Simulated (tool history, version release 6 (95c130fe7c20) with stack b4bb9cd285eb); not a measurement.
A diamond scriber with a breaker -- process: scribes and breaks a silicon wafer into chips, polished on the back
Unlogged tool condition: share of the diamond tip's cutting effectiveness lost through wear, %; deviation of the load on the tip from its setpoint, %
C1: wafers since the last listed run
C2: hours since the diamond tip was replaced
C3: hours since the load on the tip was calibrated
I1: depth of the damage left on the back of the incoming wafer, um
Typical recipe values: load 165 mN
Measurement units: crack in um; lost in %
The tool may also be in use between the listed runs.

Run 1, hour 0: usual settings; C1 0; C2 172.1; C3 1528.9; I1 0.02. Result: crack 12.33 um, lost 1.85 %.
Run 2, hour 15.3: usual settings; C1 23; C2 187.4; C3 1544.2; I1 0.04. Result: crack 12.41 um, lost 2.15 %.
Run 3, hour 35.9: usual settings; C1 31; C2 208; C3 1564.8; I1 0.03. Result: crack 11.78 um, lost 2.33 %.
Run 4, hour 66.2: usual settings; C1 46; C2 238.3; C3 1595.1; I1 0.03. Result: crack 12.23 um, lost 2.86 %.
Run 5, hour 92.9: usual settings; C1 41; C2 265; C3 1621.8; I1 0.04. Result: crack 12.35 um, lost 2.96 %.
Run 6, hour 113.3: usual settings; C1 31; C2 285.4; C3 1642.2; I1 0.04. Result: crack 11.71 um, lost 3.95 %.
Run 7, hour 147.9: usual settings; C1 53; C2 320; C3 1676.8; I1 0.04. Result: crack 11.55 um, lost 4.31 %.
At hour 240.2: load on the tip recalibrated.
Run 8, hour 251.9: usual settings; C1 158; C2 424; C3 11.7; I1 0.04. Result: crack 10.25 um, lost 10.62 %.
Run 9, hour 271.7: usual settings but load 125 mN; C1 30; C2 443.8; C3 31.5; I1 0.02. Result: crack 8.66 um, lost 27 %.
At hour 289.5: diamond tip replaced by a new one.
Run 10, hour 297.9: usual settings but load 200 mN; C1 37; C2 8.4; C3 57.7; I1 0.02. Result: crack 14.2 um, lost 2.83 %.
Run 11, hour 317.3: usual settings but load 120 mN; C1 30; C2 27.8; C3 77.1; I1 0.03. Result: crack 10.98 um, lost 5.87 %.
Run 12, hour 350.8: usual settings but load 178 mN; C1 51; C2 61.3; C3 110.6; I1 0.04. Result: crack 13.49 um, lost 1.7 %.
Run 13, hour 369.5: usual settings but load 214 mN; C1 28; C2 80; C3 129.3; I1 0.02. Result: crack 15.15 um, lost 4.09 %.
Run 14, hour 393.1: usual settings but load 139 mN; C1 36; C2 103.6; C3 152.9; I1 0.03. Result: crack 11.67 um, lost 3.77 %.
Run 15, hour 411.5: usual settings but load 150 mN; C1 28; C2 122; C3 171.3; I1 0.05. Result: crack 12.55 um, lost 2.39 %.

The same runs without the tool's hidden state, with the same run-to-run variation:
run  crack  lost
  1  13.14  1.26
  2   13.3  1.38
  3  12.73  1.36
  4  13.42  1.43
  5  13.75  1.26
  6  13.21  1.47
  7  13.35  1.25
  8  13.08  1.38
  9  11.32  4.93
 10  14.35  3.16
 11   11.1  5.32
 12  13.68  1.87
 13   15.4  4.82
 14  11.91  3.02
 15  12.87  1.86
